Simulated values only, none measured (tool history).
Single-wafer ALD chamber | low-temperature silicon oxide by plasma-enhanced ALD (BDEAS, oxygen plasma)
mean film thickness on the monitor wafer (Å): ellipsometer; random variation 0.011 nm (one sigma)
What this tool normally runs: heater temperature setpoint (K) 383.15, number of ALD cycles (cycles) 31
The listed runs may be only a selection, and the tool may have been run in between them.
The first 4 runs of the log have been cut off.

run    hour  heater temperature setpoint (K)  number of ALD cycles (cycles)  read-back reference wafer on the same gauge, thickness_nm  mean film thickness on the monitor wafer (Å)
  5   194.3                           388.15                             28                                                      4.034                                         37.60
  6   251.5                           388.15                             28                                                      4.033                                         37.35
  7   318.2                           383.15                             31                                                      4.031                                         42.08
  8   349.4                           383.15                             31                                                      4.028                                         42.02
  9   415.7                           383.15                             31                                                      4.032                                         41.95
 10   481.6                           383.15                             31                                                      4.035                                         42.08
 11   527.7                           376.15                             31                                                      4.028                                         42.20
 12   594.9                           376.15                             31                                                      4.030                                         42.41
 13   641.3                           383.15                             35                                                      4.027                                         47.17
 14   677.6                           383.15                             35                                                      4.032                                         47.40
 15   728.2                           383.15                             31                                                      4.031                                         41.83
 16   770.4                           388.15                             36                                                      4.029                                         47.77
 17   803.7                           383.15                             31                                                      4.033                                         41.61
 18   861.2                           383.15                             31                                                      4.029                                         41.76
 19   932.9                           383.15                             31                                                      4.030                                         41.69
 20  1000.6                           383.15                             31                                                      4.029                                         41.70
 21  1069.8                           383.15                             31                                                      4.030                                         41.71
 22  1113.1                           383.15                             31                                                      4.026                                         41.52
 23  1182.6                           376.15                             28                                                      4.028                                         38.19
     1200.9  -- gauge calibrated
 24  1214.5                           392.15                             36                                                      4.031                                         47.40
 25  1278.0                           397.15                             34                                                      4.031                                         44.28
 26  1312.2                           395.15                             27                                                      4.026                                         35.27
 27  1466.1                           373.15                             36                                                      4.030                                         49.31
 28  1493.1                           370.15                             36                                                      4.030                                         49.75
 29  1520.6                           373.15                             31                                                      4.029                                         42.28

Expected results for the next run?
 30  1586.3                           383.15                             31                                                          ?                                             ?

{"run 30": {"read-back reference wafer on the same gauge, thickness_nm": 4.034, "mean film thickness on the monitor wafer (Å)": 41.6}}
The same run, on a tool lacking any hidden state, would have yielded mean film thickness on the monitor wafer (Å) 42.24.
